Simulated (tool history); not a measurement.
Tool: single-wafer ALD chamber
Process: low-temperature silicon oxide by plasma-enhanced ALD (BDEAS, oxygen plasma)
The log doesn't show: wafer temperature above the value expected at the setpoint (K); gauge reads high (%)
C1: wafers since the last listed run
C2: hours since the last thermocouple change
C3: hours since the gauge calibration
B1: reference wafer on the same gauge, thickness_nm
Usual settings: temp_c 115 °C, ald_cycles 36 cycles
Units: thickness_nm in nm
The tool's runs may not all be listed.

Run 1, hour 0: usual settings but ald_cycles 38 cycles; C1 0; C2 2556; C3 198.8; B1 4.982. Result: thickness_nm 4.959 nm.
Run 2, hour 6: usual settings but ald_cycles 30 cycles; C1 63; C2 2562; C3 204.8; B1 4.981. Result: thickness_nm 3.915 nm.
Run 3, hour 16.8: usual settings but ald_cycles 30 cycles; C1 113; C2 2572.8; C3 215.6; B1 4.981. Result: thickness_nm 3.897 nm.
Run 4, hour 25.2: usual settings but ald_cycles 30 cycles; C1 88; C2 2581.2; C3 224; B1 4.978. Result: thickness_nm 3.921 nm.
Run 5, hour 34.7: usual settings; C1 100; C2 2590.7; C3 233.5; B1 4.976. Result: thickness_nm 4.679 nm.
Run 6, hour 47.1: usual settings but ald_cycles 41 cycles; C1 130; C2 2603.1; C3 245.9; B1 4.977. Result: thickness_nm 5.332 nm.
Run 7, hour 56.4: usual settings but ald_cycles 41 cycles; C1 98; C2 2612.4; C3 255.2; B1 4.977. Result: thickness_nm 5.301 nm.
Run 8, hour 63.1: usual settings but ald_cycles 41 cycles; C1 70; C2 2619.1; C3 261.9; B1 4.969. Result: thickness_nm 5.339 nm.
Run 9, hour 72: usual settings but temp_c 111 °C; C1 93; C2 2628; C3 270.8; B1 4.968. Result: thickness_nm 4.71 nm.
Run 10, hour 85.6: usual settings but temp_c 111 °C; C1 143; C2 2641.6; C3 284.4; B1 4.96. Result: thickness_nm 4.719 nm.
Run 11, hour 100.9: usual settings; C1 161; C2 2656.9; C3 299.7; B1 4.96. Result: thickness_nm 4.683 nm.
Run 12, hour 108: usual settings; C1 74; C2 2664; C3 306.8; B1 4.956. Result: thickness_nm 4.647 nm.
Run 13, hour 116.1: usual settings but temp_c 103 °C, ald_cycles 30 cycles; C1 85; C2 2672.1; C3 314.9; B1 4.955. Result: thickness_nm 3.96 nm.
At hour 129.1: gauge calibrated.
At hour 129.5: thermocouple changed; heater temperature recalibrated.
Run 14, hour 130: usual settings but temp_c 124 °C, ald_cycles 32 cycles; C1 62; C2 0.5; C3 0.9; B1 5.009. Result: thickness_nm 4.124 nm.
Run 15, hour 140.2: usual settings; C1 107; C2 10.7; C3 11.1; B1 5.006. Result: thickness_nm 4.723 nm.
Run 16, hour 154.8: usual settings but temp_c 129 °C; C1 153; C2 25.3; C3 25.7; B1 5.011. Result: thickness_nm 4.63 nm.
Run 17, hour 170.7: usual settings; C1 167; C2 41.2; C3 41.6; B1 5.007. Result: thickness_nm 4.728 nm.
Run 18, hour 184: usual settings but temp_c 103 °C, ald_cycles 32 cycles; C1 140; C2 54.5; C3 54.9; B1 5.008. Result: thickness_nm 4.274 nm.
Run 19, hour 193.9: usual settings but temp_c 105 °C, ald_cycles 33 cycles; C1 104; C2 64.4; C3 64.8; B1 5.008. Result: thickness_nm 4.398 nm.
Run 20, hour 243.3: usual settings but ald_cycles 39 cycles; C1 520; C2 113.8; C3 114.2; B1 5.006. Result: thickness_nm 5.092 nm.
Run 21, hour 260.8: usual settings but temp_c 128 °C, ald_cycles 38 cycles; C1 184; C2 131.3; C3 131.7; B1 5.007. Result: thickness_nm 4.857 nm.
Run 22, hour 270.2: usual settings but temp_c 129 °C; C1 99; C2 140.7; C3 141.1; B1 4.999. Result: thickness_nm 4.602 nm.
Run 23, hour 277.6: usual settings but temp_c 109 °C, ald_cycles 30 cycles; C1 77; C2 148.1; C3 148.5; B1 4.994. Result: thickness_nm 3.95 nm.

4 ways to go on from here, each from the tool as it stands after run 23. What would each give?
Run A, hour 278.1: usual settings but ald_cycles 31 cycles; C1 5; C2 148.6; C3 149; B1 ?. Result: thickness_nm ?.
Run B, hour 278.1: usual settings but temp_c 104 °C, ald_cycles 41 cycles; C1 5; C2 148.6; C3 149; B1 ?. Result: thickness_nm ?.
Run C, hour 278.1: usual settings but temp_c 107 °C, ald_cycles 34 cycles; C1 5; C2 148.6; C3 149; B1 ?. Result: thickness_nm ?.
Run D, hour 278.1: usual settings but temp_c 122 °C, ald_cycles 38 cycles; C1 5; C2 148.6; C3 149; B1 ?. Result: thickness_nm ?.

run     B1  thickness_nm
  A  4.995         4.056
  B  4.995          5.46
  C  4.995         4.506
  D  4.995         4.915
Without the tool's hidden state the same runs would have given:
run  thickness_nm
  A         4.066
  B         5.474
  C         4.518
  D         4.927
